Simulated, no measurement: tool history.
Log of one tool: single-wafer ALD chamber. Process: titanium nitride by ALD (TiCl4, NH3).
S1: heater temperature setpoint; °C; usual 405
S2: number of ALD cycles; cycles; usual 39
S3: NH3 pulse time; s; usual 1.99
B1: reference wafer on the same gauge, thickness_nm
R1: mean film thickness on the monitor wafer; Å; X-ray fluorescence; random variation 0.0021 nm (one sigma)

run	day	S1	S2	S3	B1	R1
1	0.000	405	39	1.99	0.846	8.36
2	2.975	405	42	1.99	0.845	9.00
3	4.321	405	42	1.99	0.845	9.02
4	6.458	405	39	1.44	0.844	8.25
5	8.962	405	39	1.44	0.843	8.21
6	10.346	405	39	1.99	0.841	8.35
7	12.567	416	39	1.99	0.840	8.39
8	14.971	405	36	1.99	0.839	7.64
9	16.417	405	36	1.99	0.839	7.67
10	18.525	405	36	1.99	0.838	7.66
11	21.508	405	43	1.99	0.833	9.11
12	23.654	405	43	1.99	0.834	9.10
13	31.158	405	39	1.99	0.827	8.19
14	32.667	405	39	1.99	0.826	8.19
# day 33.204: gauge calibrated
15	34.988	405	39	1.99	0.848	8.38
16	37.679	405	39	1.99	0.847	8.40
17	40.008	405	39	1.99	0.848	8.38
18	41.617	405	39	1.99	0.847	8.42
19	44.283	398	43	1.46	0.847	9.06
20	46.483	405	43	1.99	0.845	9.27
# day 48.617: showerhead replaced
21	49.375	405	46	1.99	0.846	9.85
22	51.571	414	37	1.99	0.844	7.95
23	53.617	395	34	1.36	0.844	7.11
# day 54.112: thermocouple changed; heater temperature recalibrated
24	55.167	405	45	1.79	0.844	9.58
25	57.575	405	39	1.99	0.844	8.36
26	58.783	410	39	1.99	0.843	8.35
27	61.229	416	44	1.99	0.841	9.43
28	63.238	413	39	1.99	0.840	8.35
29	64.892	394	41	1.45	0.840	8.49
30	67.708	405	39	1.99	0.839	8.33
31	68.833	416	39	1.65	0.837	8.29
32	70.233	405	39	1.99	0.837	8.29
33	72.429	405	39	2.35	0.836	8.33
34	74.462	417	32	1.99	0.835	6.83
# day 75.654: gauge calibrated
35	75.717	405	31	2.25	0.853	6.73
36	77.404	397	39	1.99	0.853	8.41

4 ways to go on from here, each from the tool as it stands after run 36. What would each give?
A	77.425	405	39	1.99	?	?
B	77.425	390	39	1.99	?	?
C	77.425	398	39	1.99	?	?
D	77.425	405	33	1.99	?	?

run	B1	R1
A	0.853	8.47
B	0.853	8.37
C	0.853	8.44
D	0.853	7.16
Without the tool's hidden state the same runs would have given:
run	R1
A	8.44
B	8.34
C	8.41
D	7.14
